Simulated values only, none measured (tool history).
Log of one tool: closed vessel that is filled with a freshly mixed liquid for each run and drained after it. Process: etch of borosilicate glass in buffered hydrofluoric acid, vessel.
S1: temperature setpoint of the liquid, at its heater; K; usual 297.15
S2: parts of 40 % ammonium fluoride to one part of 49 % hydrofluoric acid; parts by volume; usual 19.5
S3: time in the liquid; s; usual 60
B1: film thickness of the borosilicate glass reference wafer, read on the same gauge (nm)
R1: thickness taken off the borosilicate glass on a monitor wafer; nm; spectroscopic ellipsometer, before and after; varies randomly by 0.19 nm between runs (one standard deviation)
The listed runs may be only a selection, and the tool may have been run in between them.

run	day	S1	S2	S3	B1	R1
1	0	297.15	19.5	60	139.98	41.67
2	0.667	297.15	19.5	60	139.95	42.26
3	1.279	297.15	21.5	60	139.97	38.91
4	1.846	297.15	21.5	60	140	39.02
5	3.312	297.15	21.5	60	140	38.9
6	4.567	297.15	19.5	60	140	42.15
7	5.892	297.15	19.5	60	139.98	42.01
8	6.821	298.15	19.5	60	140	43.98
9	7.688	298.15	19.5	60	140.01	44.27
10	8.808	298.15	19.5	60	139.98	44.07
11	10.192	294.65	15	60	140.01	47.41
12	11.154	294.65	15	60	140.01	47.51
13	11.721	294.65	15	60	140.02	47.28
14	12.367	300.15	15.5	60	139.99	62.48
15	13.329	293.65	19.5	60	140	34.96
16	14.167	300.65	16.5	85	140.02	84.27
17	14.967	293.65	22.5	90	140	46.87
18	15.954	295.65	25	75	140.02	40.65
19	16.833	297.15	19.5	60	139.99	42.12
20	17.629	297.15	19.5	60	139.98	42.07
21	18.417	297.15	26	35	140.02	20
22	19.546	297.15	19.5	60	139.97	42.21
23	20.779	297.15	19.5	50	140.04	35.1
24	21.55	297.15	19.5	60	140.01	41.97
25	22.642	301.15	19.5	30	139.98	25.89
26	23.875	293.65	19.5	50	139.98	29.14
27	24.517	300.65	16	50	140	50.92
28	25.233	301.15	12	60	139.99	84.51
29	25.904	297.15	19.5	60	140	42.01
30	27.104	294.65	19.5	40	140.02	24.46
31	28.067	300.65	19.5	75	140	63.39
32	28.617	297.15	19.5	60	140	42.18

The log once held 3 entries between its listed runs, left out of this copy. Where does each go, and what is different about the tool's unlogged condition between the listed run before it and the listed run after it?
From run 8 to run 9: gauge calibrated (day 7.667)
  the hidden state is the same at both runs
From run 17 to run 18: hydrofluoric acid flow meter replaced (day 15.471)
  the hidden state is the same at both runs
From run 20 to run 21: thermometer replaced (day 18.208)
  the hidden state is the same at both runs
